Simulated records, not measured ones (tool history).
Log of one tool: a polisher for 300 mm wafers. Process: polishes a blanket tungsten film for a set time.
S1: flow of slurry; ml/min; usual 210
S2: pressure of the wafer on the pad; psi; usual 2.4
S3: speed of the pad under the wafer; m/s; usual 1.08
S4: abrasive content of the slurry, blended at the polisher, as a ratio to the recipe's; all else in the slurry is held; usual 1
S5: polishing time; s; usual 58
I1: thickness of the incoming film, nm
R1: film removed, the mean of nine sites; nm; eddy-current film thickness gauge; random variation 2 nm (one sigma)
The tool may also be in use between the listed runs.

run,hour,S1,S2,S3,S4,S5,I1,R1
1,0,210,2.4,1.08,1,58,890.7,198
# hour 30.4: slurry tank refilled with fresh slurry and peroxide
# hour 30.7: worn pad replaced by a new one
2,56.3,210,2.4,1.08,1,58,887.8,196.1
# hour 62.9: slurry blender recalibrated
3,149.2,210,2.4,1.08,1,58,873.1,200.4
# hour 196.8: worn pad replaced by a new one
4,210.9,210,2.4,0.86,1.15,58,891.8,163.2
# hour 216.2: slurry tank refilled with fresh slurry and peroxide
# hour 261.2: slurry blender recalibrated
5,316.2,210,2.4,0.86,1.15,58,901.2,163.7
# hour 338.6: head pressure recalibrated
# hour 349.5: slurry nozzle cleaned
# hour 382.4: worn pad replaced by a new one
6,390.5,210,2.4,0.86,1.15,58,899.2,166.2
# hour 414.8: slurry tank refilled with fresh slurry and peroxide
# hour 429.3: slurry blender recalibrated
7,481.4,210,2.6,1.08,1.2,58,889.1,228.2
8,527.1,210,2.4,1.08,1,58,885,198.2
# hour 541.1: worn pad replaced by a new one
# hour 573: slurry tank refilled with fresh slurry and peroxide
9,581,165,2.1,1.08,1,58,880.3,173.3
# hour 613.4: slurry blender recalibrated
# hour 661.4: slurry nozzle cleaned
10,661.9,210,2.4,0.98,1,65,882.1,204.1
# hour 721.8: worn pad replaced by a new one
11,722.3,285,2.8,1.44,1,45,886.4,243.4
# hour 741.8: slurry tank refilled with fresh slurry and peroxide
# hour 793.5: slurry blender recalibrated
12,794.2,185,2.4,1.08,0.75,58,886.2,186.5
# hour 848.1: head pressure recalibrated
13,878.9,210,2.4,1.08,1,58,906.8,198.3
# hour 910.9: worn pad replaced by a new one
14,916.1,270,2.4,1.44,1,65,884.8,308

Forecast each of these 3 alternatives for the next run:
A,916.5,230,2.4,1.08,1,58,881.8,?
B,916.5,210,2.7,1.08,1,58,881.8,?
C,916.5,210,2.2,1.34,1,58,881.8,?

run,R1
A,201.9
B,223.7
C,229.2
Without the tool's hidden state the same runs would have given:
run,R1
A,201.9
B,223.7
C,229.2

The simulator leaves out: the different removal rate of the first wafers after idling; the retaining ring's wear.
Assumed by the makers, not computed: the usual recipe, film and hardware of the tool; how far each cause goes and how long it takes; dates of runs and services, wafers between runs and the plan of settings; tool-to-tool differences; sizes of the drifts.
